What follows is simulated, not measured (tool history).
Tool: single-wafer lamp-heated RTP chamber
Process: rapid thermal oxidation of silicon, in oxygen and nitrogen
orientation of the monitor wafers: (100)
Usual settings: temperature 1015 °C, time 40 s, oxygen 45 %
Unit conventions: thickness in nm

| run | hour | temperature | time | oxygen | read-back reference wafer on the same gauge, thickness | thickness |
|---|---|---|---|---|---|---|
| 1 | 0.0 | 1033 | 40 | 45 | 3.930 | 5.206 |
|  | 2.5 | gauge calibrated |
| 2 | 69.0 | 1015 | 40 | 26 | 3.930 | 3.951 |
| 3 | 133.8 | 1015 | 40 | 26 | 3.931 | 3.979 |
|  | 151.4 | pyrometer window cleaned and pyrometer calibrated |
| 4 | 192.7 | 998 | 40 | 45 | 3.931 | 4.149 |
|  | 345.6 | pyrometer window cleaned and pyrometer calibrated |
|  | 363.8 | oxygen flow controller replaced |
| 5 | 378.9 | 998 | 40 | 45 | 3.929 | 4.176 |
| 6 | 430.1 | 995 | 40 | 45 | 3.928 | 4.086 |
| 7 | 496.8 | 995 | 40 | 45 | 3.933 | 4.134 |
| 8 | 540.5 | 1015 | 40 | 45 | 3.932 | 4.731 |
|  | 569.1 | pyrometer window cleaned and pyrometer calibrated |
| 9 | 569.6 | 1006 | 24 | 53 | 3.930 | 3.769 |
| 10 | 629.5 | 1036 | 40 | 73 | 3.931 | 6.297 |
|  | 652.1 | gauge calibrated |
| 11 | 700.4 | 1005 | 40 | 45 | 3.931 | 4.408 |
| 12 | 745.4 | 1015 | 40 | 26 | 3.930 | 3.978 |
|  | 760.5 | pyrometer window cleaned and pyrometer calibrated |
| 13 | 778.4 | 1015 | 40 | 45 | 3.930 | 4.650 |
| 14 | 839.1 | 1015 | 31 | 45 | 3.930 | 4.247 |
| 15 | 895.3 | 1035 | 40 | 36 | 3.930 | 5.015 |
|  | 949.2 | pyrometer window cleaned and pyrometer calibrated |
| 16 | 961.9 | 1015 | 40 | 26 | 3.931 | 3.913 |
| 17 | 999.7 | 1039 | 29 | 45 | 3.929 | 4.778 |

Alternative continuations, all from the tool just after run 17; predict every row:
| A | 1000.1 | 1015 | 40 | 27 | ? | ? |
| B | 1000.1 | 1031 | 28 | 18 | ? | ? |
| C | 1000.1 | 995 | 24 | 36 | ? | ? |
| D | 1000.1 | 1043 | 40 | 53 | ? | ? |
| E | 1000.1 | 1023 | 25 | 64 | ? | ? |

| run | read-back reference wafer on the same gauge, thickness | thickness |
|---|---|---|
| A | 3.931 | 3.974 |
| B | 3.931 | 3.440 |
| C | 3.931 | 3.231 |
| D | 3.931 | 5.913 |
| E | 3.931 | 4.539 |
The same runs, with their run-to-run variation unchanged, on a tool lacking any hidden condition would have given:
| run | thickness |
|---|---|
| A | 3.946 |
| B | 3.419 |
| C | 3.212 |
| D | 5.864 |
| E | 4.503 |
